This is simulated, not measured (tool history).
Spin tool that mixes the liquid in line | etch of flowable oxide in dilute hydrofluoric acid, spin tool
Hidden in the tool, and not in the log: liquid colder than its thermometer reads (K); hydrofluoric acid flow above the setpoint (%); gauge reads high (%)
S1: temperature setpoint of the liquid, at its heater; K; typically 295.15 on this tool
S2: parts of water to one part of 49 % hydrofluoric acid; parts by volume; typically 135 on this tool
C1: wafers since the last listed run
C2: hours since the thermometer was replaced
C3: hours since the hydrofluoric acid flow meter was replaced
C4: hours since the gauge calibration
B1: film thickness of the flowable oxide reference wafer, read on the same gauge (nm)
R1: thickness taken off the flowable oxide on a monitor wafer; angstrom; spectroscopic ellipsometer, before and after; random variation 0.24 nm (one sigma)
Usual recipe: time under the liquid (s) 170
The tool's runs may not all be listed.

{"run": 1, "day": 0.0, "S1": 291.65, "S2": 135, "time under the liquid (s)": 170, "C1": 0, "C2": 2426, "C3": 1538.1, "C4": 84.1, "B1": 59.99, "R1": 369.8}
{"run": 2, "day": 2.292, "S1": 291.65, "S2": 135, "time under the liquid (s)": 170, "C1": 524, "C2": 2481, "C3": 1593.1, "C4": 139.1, "B1": 60.01, "R1": 365.7}
{"run": 3, "day": 4.308, "S1": 295.15, "S2": 135, "time under the liquid (s)": 170, "C1": 461, "C2": 2529.4, "C3": 1641.5, "C4": 187.5, "B1": 59.99, "R1": 427.1}
{"run": 4, "day": 6.188, "S1": 295.15, "S2": 135, "time under the liquid (s)": 170, "C1": 429, "C2": 2574.5, "C3": 1686.6, "C4": 232.6, "B1": 60, "R1": 425.6}
{"run": 5, "day": 8.079, "S1": 295.15, "S2": 135, "time under the liquid (s)": 170, "C1": 432, "C2": 2619.9, "C3": 1732, "C4": 278, "B1": 60, "R1": 430.2}
{"run": 6, "day": 9.65, "S1": 298.65, "S2": 135, "time under the liquid (s)": 170, "C1": 359, "C2": 2657.6, "C3": 1769.7, "C4": 315.7, "B1": 59.98, "R1": 490.2}
{"run": 7, "day": 11.708, "S1": 295.15, "S2": 135, "time under the liquid (s)": 170, "C1": 470, "C2": 2707, "C3": 1819.1, "C4": 365.1, "B1": 59.99, "R1": 434.3}
{"run": 8, "day": 12.733, "S1": 295.15, "S2": 135, "time under the liquid (s)": 170, "C1": 234, "C2": 2731.6, "C3": 1843.7, "C4": 389.7, "B1": 59.99, "R1": 434.2}
{"run": 9, "day": 14.871, "S1": 295.15, "S2": 135, "time under the liquid (s)": 170, "C1": 488, "C2": 2782.9, "C3": 1895, "C4": 441, "B1": 60, "R1": 429.7}
{"run": 10, "day": 17.521, "S1": 295.15, "S2": 135, "time under the liquid (s)": 170, "C1": 606, "C2": 2846.5, "C3": 1958.6, "C4": 504.6, "B1": 60.01, "R1": 432.1}
{"day": 20.038, "done": "hydrofluoric acid flow meter replaced"}
{"run": 11, "day": 20.112, "S1": 295.15, "S2": 135, "time under the liquid (s)": 170, "C1": 583, "C2": 2908.7, "C3": 1.8, "C4": 566.8, "B1": 60, "R1": 394.5}
{"run": 12, "day": 22.658, "S1": 292.65, "S2": 135, "time under the liquid (s)": 170, "C1": 582, "C2": 2969.8, "C3": 62.9, "C4": 627.9, "B1": 60.01, "R1": 359.3}
{"day": 26.546, "done": "gauge calibrated"}
{"run": 13, "day": 28.704, "S1": 295.15, "S2": 200, "time under the liquid (s)": 130, "C1": 1382, "C2": 3114.9, "C3": 208, "C4": 51.8, "B1": 60, "R1": 193.3}
{"day": 30.05, "done": "thermometer replaced"}
{"run": 14, "day": 30.488, "S1": 295.15, "S2": 135, "time under the liquid (s)": 135, "C1": 398, "C2": 10.5, "C3": 250.8, "C4": 94.6, "B1": 60, "R1": 353.1}
{"run": 15, "day": 31.933, "S1": 291.65, "S2": 190, "time under the liquid (s)": 170, "C1": 330, "C2": 45.2, "C3": 285.5, "C4": 129.3, "B1": 60, "R1": 258.1}
{"run": 16, "day": 37.317, "S1": 292.65, "S2": 200, "time under the liquid (s)": 220, "C1": 1231, "C2": 174.4, "C3": 414.7, "C4": 258.5, "B1": 60, "R1": 328.3}
{"run": 17, "day": 39.021, "S1": 295.15, "S2": 135, "time under the liquid (s)": 170, "C1": 389, "C2": 215.3, "C3": 455.6, "C4": 299.4, "B1": 60, "R1": 441.8}
{"run": 18, "day": 40.704, "S1": 295.15, "S2": 160, "time under the liquid (s)": 225, "C1": 385, "C2": 255.7, "C3": 496, "C4": 339.8, "B1": 60.01, "R1": 483.4}
{"run": 19, "day": 42.929, "S1": 292.15, "S2": 200, "time under the liquid (s)": 215, "C1": 508, "C2": 309.1, "C3": 549.4, "C4": 393.2, "B1": 60, "R1": 315}
{"run": 20, "day": 44.604, "S1": 295.15, "S2": 135, "time under the liquid (s)": 170, "C1": 383, "C2": 349.3, "C3": 589.6, "C4": 433.4, "B1": 59.99, "R1": 443.9}
{"run": 21, "day": 46.983, "S1": 297.65, "S2": 95, "time under the liquid (s)": 115, "C1": 544, "C2": 406.4, "C3": 646.7, "C4": 490.5, "B1": 60, "R1": 489.1}
{"run": 22, "day": 48.433, "S1": 295.15, "S2": 135, "time under the liquid (s)": 100, "C1": 331, "C2": 441.2, "C3": 681.5, "C4": 525.3, "B1": 60, "R1": 263.6}
{"run": 23, "day": 50.275, "S1": 295.15, "S2": 135, "time under the liquid (s)": 170, "C1": 421, "C2": 485.4, "C3": 725.7, "C4": 569.5, "B1": 60, "R1": 449.6}
{"run": 24, "day": 52.871, "S1": 295.15, "S2": 135, "time under the liquid (s)": 170, "C1": 593, "C2": 547.7, "C3": 788, "C4": 631.8, "B1": 60, "R1": 444.5}

Hidden state, per run?
gauge reads high (%): 0, the same for each run
H1: liquid colder than its thermometer reads (K)
H2: hydrofluoric acid flow above the setpoint (%)
run=1 H1=2.16 H2=9.21
run=2 H1=2.2 H2=9.51
run=3 H1=2.24 H2=9.77
run=4 H1=2.28 H2=10
run=5 H1=2.32 H2=10.3
run=6 H1=2.35 H2=10.5
run=7 H1=2.4 H2=10.7
run=8 H1=2.42 H2=10.9
run=9 H1=2.46 H2=11.2
run=10 H1=2.52 H2=11.5
run=11 H1=2.57 H2=3.52
run=12 H1=2.62 H2=3.86
run=13 H1=2.75 H2=4.65
run=14 H1=0.265 H2=4.89
run=15 H1=0.295 H2=5.08
run=16 H1=0.406 H2=5.79
run=17 H1=0.441 H2=6.01
run=18 H1=0.476 H2=6.23
run=19 H1=0.521 H2=6.53
run=20 H1=0.556 H2=6.75
run=21 H1=0.605 H2=7.06
run=22 H1=0.635 H2=7.25
run=23 H1=0.673 H2=7.49
run=24 H1=0.726 H2=7.84
